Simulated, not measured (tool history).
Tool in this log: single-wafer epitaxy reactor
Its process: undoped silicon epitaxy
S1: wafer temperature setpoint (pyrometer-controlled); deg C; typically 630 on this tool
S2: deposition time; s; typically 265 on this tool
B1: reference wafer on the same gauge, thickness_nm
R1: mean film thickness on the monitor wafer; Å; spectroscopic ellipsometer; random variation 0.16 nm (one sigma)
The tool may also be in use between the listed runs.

| run | day | S1 | S2 | B1 | R1 |
|---|---|---|---|---|---|
| 1 | 0.000 | 630 | 265 | 26.471 | 277.70 |
| 2 | 2.250 | 630 | 265 | 26.559 | 277.73 |
| 3 | 5.300 | 630 | 265 | 26.496 | 276.59 |
| 4 | 7.508 | 630 | 265 | 26.518 | 275.92 |
| 5 | 10.679 | 630 | 265 | 26.483 | 273.68 |
| 6 | 15.062 | 630 | 265 | 26.497 | 271.97 |
| 7 | 17.271 | 630 | 265 | 26.482 | 272.23 |
| 8 | 20.646 | 630 | 265 | 26.561 | 270.79 |
|  | 23.292 | gauge calibrated |
| 9 | 24.621 | 618 | 290 | 26.516 | 227.16 |
| 10 | 35.029 | 643 | 306 | 26.502 | 396.47 |
| 11 | 36.617 | 630 | 265 | 26.588 | 260.79 |
|  | 37.338 | pyrometer calibrated |
| 12 | 39.662 | 624 | 291 | 26.557 | 237.24 |
| 13 | 42.592 | 630 | 214 | 26.448 | 200.65 |
|  | 45.450 | pyrometer calibrated, repeated, since the last time left the tool worse |
| 14 | 46.192 | 630 | 265 | 26.560 | 277.70 |
| 15 | 50.658 | 616 | 246 | 26.555 | 192.80 |
| 16 | 53.883 | 621 | 247 | 26.527 | 216.29 |

Consider 3 possible next runs. They are alternatives, not a sequence: every one starts from the tool as it was left by run 16. What does each give?
| A | 53.904 | 630 | 219 | ? | ? |
| B | 53.904 | 635 | 281 | ? | ? |
| C | 53.904 | 637 | 241 | ? | ? |

| run | B1 | R1 |
|---|---|---|
| A | 26.501 | 228.85 |
| B | 26.501 | 325.22 |
| C | 26.501 | 290.48 |
Without the tool's hidden state the same runs would have given:
| run | R1 |
|---|---|
| A | 230.56 |
| B | 327.62 |
| C | 292.61 |
